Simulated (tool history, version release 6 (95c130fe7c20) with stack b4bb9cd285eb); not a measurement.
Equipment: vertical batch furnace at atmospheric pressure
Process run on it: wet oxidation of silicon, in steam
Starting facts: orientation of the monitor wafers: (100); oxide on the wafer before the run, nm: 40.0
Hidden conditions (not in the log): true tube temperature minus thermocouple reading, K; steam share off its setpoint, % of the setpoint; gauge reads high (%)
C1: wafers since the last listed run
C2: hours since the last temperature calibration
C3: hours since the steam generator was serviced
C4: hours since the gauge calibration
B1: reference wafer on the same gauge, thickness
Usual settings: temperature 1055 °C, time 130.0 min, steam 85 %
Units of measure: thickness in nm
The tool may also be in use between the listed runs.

run 1 hour=0.0 | temperature=1055 time=130.0 steam=85 | C1=0 C2=2844.1 C3=1683.9 C4=46.6 | B1=738.08 | thickness=864.88
run 2 hour=35.1 | temperature=1055 time=130.0 steam=85 | C1=437 C2=2879.2 C3=1719.0 C4=81.7 | B1=738.28 | thickness=866.20
run 3 hour=57.1 | temperature=1069 time=130.0 steam=85 | C1=274 C2=2901.2 C3=1741.0 C4=103.7 | B1=738.28 | thickness=916.13
run 4 hour=87.3 | temperature=1055 time=130.0 steam=85 | C1=376 C2=2931.4 C3=1771.2 C4=133.9 | B1=737.69 | thickness=863.84
run 5 hour=99.5 | temperature=1055 time=130.0 steam=85 | C1=152 C2=2943.6 C3=1783.4 C4=146.1 | B1=738.08 | thickness=864.47
run 6 hour=128.4 | temperature=1055 time=130.0 steam=85 | C1=360 C2=2972.5 C3=1812.3 C4=175.0 | B1=737.72 | thickness=862.75
run 7 hour=146.0 | temperature=1055 time=130.0 steam=85 | C1=219 C2=2990.1 C3=1829.9 C4=192.6 | B1=738.28 | thickness=861.85
run 8 hour=172.1 | temperature=1044 time=130.0 steam=85 | C1=325 C2=3016.2 C3=1856.0 C4=218.7 | B1=738.00 | thickness=820.98
run 9 hour=185.7 | temperature=1044 time=130.0 steam=85 | C1=169 C2=3029.8 C3=1869.6 C4=232.3 | B1=738.23 | thickness=823.87
run 10 hour=201.0 | temperature=1044 time=130.0 steam=85 | C1=190 C2=3045.1 C3=1884.9 C4=247.6 | B1=737.99 | thickness=819.86
run 11 hour=217.0 | temperature=1055 time=180.5 steam=85 | C1=199 C2=3061.1 C3=1900.9 C4=263.6 | B1=737.94 | thickness=1036.48
-- hour=250.8 steam generator serviced
run 12 hour=251.3 | temperature=1055 time=180.5 steam=85 | C1=128 C2=3095.4 C3=0.5 C4=297.9 | B1=738.15 | thickness=1052.64
run 13 hour=258.2 | temperature=1055 time=180.5 steam=85 | C1=86 C2=3102.3 C3=7.4 C4=304.8 | B1=738.24 | thickness=1056.47
run 14 hour=316.7 | temperature=1076 time=108.5 steam=89 | C1=729 C2=3160.8 C3=65.9 C4=363.3 | B1=737.77 | thickness=883.29
-- hour=352.4 thermocouples replaced and temperature profile calibrated
run 15 hour=352.9 | temperature=1068 time=158.0 steam=78 | C1=152 C2=0.5 C3=102.1 C4=399.5 | B1=738.32 | thickness=982.43
run 16 hour=367.5 | temperature=1048 time=163.0 steam=91 | C1=182 C2=15.1 C3=116.7 C4=414.1 | B1=737.86 | thickness=1005.89
run 17 hour=397.3 | temperature=1055 time=130.0 steam=85 | C1=371 C2=44.9 C3=146.5 C4=443.9 | B1=738.11 | thickness=874.71
run 18 hour=425.3 | temperature=1055 time=99.5 steam=76 | C1=349 C2=72.9 C3=174.5 C4=471.9 | B1=738.34 | thickness=705.68
run 19 hour=452.3 | temperature=1072 time=76.0 steam=93 | C1=336 C2=99.9 C3=201.5 C4=498.9 | B1=737.86 | thickness=732.68
run 20 hour=472.7 | temperature=1032 time=185.5 steam=79 | C1=254 C2=120.3 C3=221.9 C4=519.3 | B1=738.05 | thickness=927.82
run 21 hour=499.9 | temperature=1055 time=130.0 steam=85 | C1=339 C2=147.5 C3=249.1 C4=546.5 | B1=737.98 | thickness=875.72
-- hour=522.1 gauge calibrated
run 22 hour=534.3 | temperature=1043 time=66.5 steam=78 | C1=428 C2=181.9 C3=283.5 C4=12.2 | B1=737.86 | thickness=534.27
run 23 hour=569.9 | temperature=1055 time=161.5 steam=85 | C1=443 C2=217.5 C3=319.1 C4=47.8 | B1=737.91 | thickness=991.07
run 24 hour=592.9 | temperature=1032 time=185.5 steam=79 | C1=286 C2=240.5 C3=342.1 C4=70.8 | B1=737.83 | thickness=928.48
run 25 hour=614.1 | temperature=1076 time=130.0 steam=97 | C1=264 C2=261.7 C3=363.3 C4=92.0 | B1=738.03 | thickness=1025.88
run 26 hour=707.7 | temperature=1078 time=110.0 steam=85 | C1=1166 C2=355.3 C3=456.9 C4=185.6 | B1=738.12 | thickness=876.85
run 27 hour=719.7 | temperature=1073 time=112.5 steam=79 | C1=149 C2=367.3 C3=468.9 C4=197.6 | B1=738.04 | thickness=835.81

Branching from run 27: 5 alternative next runs. What would each branch give?
run A hour=725.4 | temperature=1055 time=130.0 steam=85 | C1=71 C2=373.0 C3=474.6 C4=203.3 | B1=? | thickness=?
run B hour=725.4 | temperature=1070 time=182.0 steam=74 | C1=71 C2=373.0 C3=474.6 C4=203.3 | B1=? | thickness=?
run C hour=725.4 | temperature=1062 time=130.0 steam=77 | C1=71 C2=373.0 C3=474.6 C4=203.3 | B1=? | thickness=?
run D hour=725.4 | temperature=1080 time=94.5 steam=85 | C1=71 C2=373.0 C3=474.6 C4=203.3 | B1=? | thickness=?
run E hour=725.4 | temperature=1032 time=169.5 steam=89 | C1=71 C2=373.0 C3=474.6 C4=203.3 | B1=? | thickness=?

run=A B1=738.23 thickness=874.41
run=B B1=738.23 thickness=1037.27
run=C B1=738.23 thickness=851.97
run=D B1=738.23 thickness=810.71
run=E B1=738.23 thickness=943.96
Without the tool's unlogged condition, the same runs would have read:
run=A thickness=875.66
run=B thickness=1038.72
run=C thickness=853.19
run=D thickness=811.85
run=E thickness=945.34

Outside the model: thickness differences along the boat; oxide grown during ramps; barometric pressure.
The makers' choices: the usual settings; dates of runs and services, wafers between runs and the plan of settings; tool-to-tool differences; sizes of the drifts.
